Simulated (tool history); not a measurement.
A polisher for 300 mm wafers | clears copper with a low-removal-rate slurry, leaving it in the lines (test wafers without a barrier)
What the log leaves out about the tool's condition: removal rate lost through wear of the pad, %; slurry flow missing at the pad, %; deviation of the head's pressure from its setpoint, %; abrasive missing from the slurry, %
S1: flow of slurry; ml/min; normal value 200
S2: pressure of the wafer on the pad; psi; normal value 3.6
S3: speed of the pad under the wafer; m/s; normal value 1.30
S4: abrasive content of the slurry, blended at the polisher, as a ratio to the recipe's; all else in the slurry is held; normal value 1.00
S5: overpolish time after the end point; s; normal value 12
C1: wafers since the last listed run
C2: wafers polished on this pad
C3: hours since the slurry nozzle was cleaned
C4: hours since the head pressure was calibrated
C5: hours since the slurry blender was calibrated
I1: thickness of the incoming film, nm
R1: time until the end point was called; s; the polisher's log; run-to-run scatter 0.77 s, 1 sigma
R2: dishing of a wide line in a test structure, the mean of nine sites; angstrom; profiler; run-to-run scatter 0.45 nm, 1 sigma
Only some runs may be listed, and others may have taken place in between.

run	hour	S1	S2	S3	S4	S5	C1	C2	C3	C4	C5	I1	R1	R2
1	0.0	200	3.6	1.30	0.85	15	0	1477	138.7	351.0	220.1	353.2	92.0	387
2	105.7	200	3.6	1.30	1.00	12	1058	2535	244.4	456.7	325.8	356.6	90.1	316
3	157.9	200	3.6	1.30	1.00	12	522	3058	296.6	508.9	378.0	352.1	90.0	314
4	243.6	200	3.6	1.30	1.00	16	858	3917	382.3	594.6	463.7	350.2	87.4	401
5	322.8	200	3.6	1.30	1.00	16	793	4710	461.5	673.8	542.9	355.5	91.7	401
6	364.7	200	3.6	1.30	1.00	16	419	5130	503.4	715.7	584.8	358.9	93.2	397
# hour 386.9: head pressure recalibrated
# hour 425.0: slurry blender recalibrated
7	430.9	200	3.6	1.30	1.00	12	623	5753	569.6	44.0	5.9	349.8	90.4	318
8	529.2	155	3.1	1.30	1.00	12	984	6737	667.9	142.3	104.2	350.9	109.7	263
# hour 547.9: slurry nozzle cleaned
# hour 550.8: worn pad replaced by a new one, repeated, since the last time left the tool worse
9	602.6	155	3.1	1.30	1.00	12	696	519	54.7	215.7	177.6	352.0	94.0	305
10	700.9	245	4.3	1.14	1.00	7	984	1503	153.0	314.0	275.9	348.3	72.1	239
11	760.9	260	4.8	1.30	1.00	17	600	2104	213.0	374.0	335.9	355.2	58.5	596
12	839.9	200	3.6	1.16	1.00	12	791	2896	292.0	453.0	414.9	357.8	90.7	319
13	920.9	200	3.6	1.30	1.00	12	811	3707	373.0	534.0	495.9	355.5	81.2	342
# hour 992.0: head pressure recalibrated
# hour 1001.6: slurry blender recalibrated
14	1002.1	200	2.7	1.30	0.70	12	773	4480	454.2	10.1	0.5	353.0	119.5	246
15	1064.0	200	3.6	1.30	1.00	12	620	5100	516.1	72.0	62.4	360.5	83.1	341
# hour 1107.3: slurry nozzle cleaned
# hour 1163.1: worn pad replaced by a new one
16	1363.2	175	2.3	1.30	1.25	12	2946	2004	255.9	371.2	361.6	353.6	120.3	245
17	1462.2	240	2.9	1.18	1.00	12	991	2996	354.9	470.2	460.6	350.1	105.3	274
18	1563.4	165	3.6	1.30	1.00	14	1013	4010	456.1	571.4	561.8	358.0	85.5	382
# hour 1576.4: slurry blender recalibrated
# hour 1600.6: head pressure recalibrated
19	1638.1	170	4.9	1.60	1.20	12	708	4718	530.8	37.5	61.7	350.5	47.7	543
# hour 1698.0: slurry nozzle cleaned
# hour 1735.6: worn pad replaced by a new one
20	1908.1	200	3.0	1.30	1.00	15	2654	1727	210.1	307.5	331.7	350.5	95.2	358
21	1954.3	200	4.0	1.74	1.10	12	462	2190	256.3	353.7	377.9	350.2	53.3	491
22	2029.8	200	4.5	1.30	1.15	12	756	2946	331.8	429.2	453.4	361.2	63.3	442
23	2078.6	200	4.5	1.30	1.00	12	488	3435	380.6	478.0	502.2	360.6	65.9	426
# hour 2105.0: slurry blender recalibrated
24	2151.4	135	4.5	1.66	0.90	12	709	4144	453.4	550.8	46.4	358.6	57.9	464
25	2247.6	200	3.2	1.30	1.00	7	963	5108	549.6	647.0	142.6	357.6	93.5	196
# hour 2255.8: slurry nozzle cleaned
# hour 2261.1: head pressure recalibrated
# hour 2278.3: worn pad replaced by a new one
26	2350.6	200	3.6	1.30	1.00	12	961	724	94.8	89.5	245.6	354.3	79.9	369
27	2420.9	200	4.0	1.30	1.00	12	704	1428	165.1	159.8	315.9	349.7	70.0	386

For each run, the measured value with the value that run would have given without the tool's hidden condition subtracted. The run-to-run variation is shared by both, the gauge scatter possibly not:
run	R1	R2
1	+11.9	-47
2	+12.8	-44
3	+13.1	-46
4	+13.0	-56
5	+13.9	-58
6	+14.2	-57
7	+14.0	-49
8	+17.1	-42
9	+1.3	-3
10	+2.3	-6
11	+2.2	-18
12	+4.1	-13
13	+4.0	-15
14	+6.3	-12
15	+4.5	-17
16	+4.6	-8
17	+4.9	-12
18	+4.4	-17
19	+2.6	-24
20	+3.5	-11
21	+2.2	-17
22	+3.0	-18
23	+3.3	-18
24	+3.1	-21
25	+5.2	-10
26	+1.4	-6
27	+2.0	-10
